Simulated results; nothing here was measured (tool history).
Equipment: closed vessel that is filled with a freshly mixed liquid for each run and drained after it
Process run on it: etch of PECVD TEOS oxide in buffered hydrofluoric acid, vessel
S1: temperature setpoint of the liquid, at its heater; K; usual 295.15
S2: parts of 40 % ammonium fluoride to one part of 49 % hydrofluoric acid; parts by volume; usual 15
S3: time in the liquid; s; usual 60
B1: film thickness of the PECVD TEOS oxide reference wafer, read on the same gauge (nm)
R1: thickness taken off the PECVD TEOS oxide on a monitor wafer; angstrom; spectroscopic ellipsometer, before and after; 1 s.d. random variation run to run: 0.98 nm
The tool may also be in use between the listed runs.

run	hour	S1	S2	S3	B1	R1
1	0	295.15	15	60	79.99	1071
2	43.5	295.15	15	60	79.99	1093.5
3	100.2	295.15	15	60	79.97	1091.6
4	167.6	295.15	15	40	79.98	716.6
5	213.7	295.15	15	40	80.01	729.5
6	278.2	295.15	13	60	80.02	1258.4
7	361.8	295.15	13	60	80.01	1229.5
8	425.9	295.15	13	60	80	1259.1
# hour 459.4: hydrofluoric acid flow meter replaced
# hour 512.7: thermometer replaced
9	528.1	295.15	15	60	80.01	1153
10	603.4	299.15	15	40	79.99	946.7
11	691.5	292.65	17.5	60	80.02	855.9
12	778.7	292.65	17.5	60	79.99	843.6

The next listed run, before its measurement:
13	857.7	296.65	12.5	80	?	?

Run 13 produced B1 79.98, R1 1988.1 angstrom.
Were there no unlogged condition in the tool, this run, its random variation unchanged, would have produced R1 2023.3 angstrom.
